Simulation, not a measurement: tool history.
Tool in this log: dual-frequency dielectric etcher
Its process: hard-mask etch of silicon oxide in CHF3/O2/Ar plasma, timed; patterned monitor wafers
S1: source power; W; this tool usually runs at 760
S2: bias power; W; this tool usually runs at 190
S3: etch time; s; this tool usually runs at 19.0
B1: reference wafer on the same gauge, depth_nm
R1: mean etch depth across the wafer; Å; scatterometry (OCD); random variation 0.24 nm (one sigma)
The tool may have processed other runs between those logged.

run	day	S1	S2	S3	B1	R1
1	0.000	900	190	21.5	35.31	483.1
2	4.129	900	190	21.5	35.30	481.2
3	5.675	900	190	21.5	35.26	485.1
4	8.421	760	207	19.0	35.21	414.6
5	10.062	760	190	19.0	35.38	405.8
# day 11.004: gauge calibrated
# day 12.525: wet clean of the chamber
6	13.104	760	190	19.0	36.61	416.1
7	15.421	760	190	19.0	36.38	410.5
8	19.150	760	190	19.0	36.20	412.4
9	22.425	760	190	19.0	35.93	410.5
# day 24.304: upper electrode replaced
10	26.504	760	190	19.0	35.90	409.0
11	29.812	940	190	19.0	35.77	440.2
# day 33.167: wet clean of the chamber
12	33.771	760	190	19.0	35.63	413.5
13	36.971	640	235	21.5	35.61	466.3
# day 38.062: bias power generator calibrated
14	42.946	670	190	22.0	35.55	449.3
15	46.621	920	220	21.5	35.58	510.3
# day 47.242: source power generator calibrated
# day 49.729: gauge calibrated
16	49.862	680	190	21.5	36.25	453.1
# day 51.079: wet clean of the chamber
17	54.104	760	190	17.5	36.01	376.1
18	56.779	900	190	21.5	35.88	487.3
19	60.833	650	223	15.5	35.66	333.6
20	63.221	760	190	19.0	35.62	408.1

5 ways to go on from here, each from the tool as it stands after run 20. What would each give?
A	63.238	690	190	19.0	?	?
B	63.238	760	190	22.0	?	?
C	63.238	920	229	19.0	?	?
D	63.238	760	171	14.0	?	?
E	63.238	760	190	21.0	?	?

run	B1	R1
A	35.64	396.0
B	35.64	472.4
C	35.64	461.0
D	35.64	290.6
E	35.64	450.9
Stripped of hidden state, with their random variation kept, the same runs would have yielded:
run	R1
A	405.7
B	484.1
C	472.4
D	297.8
E	462.1
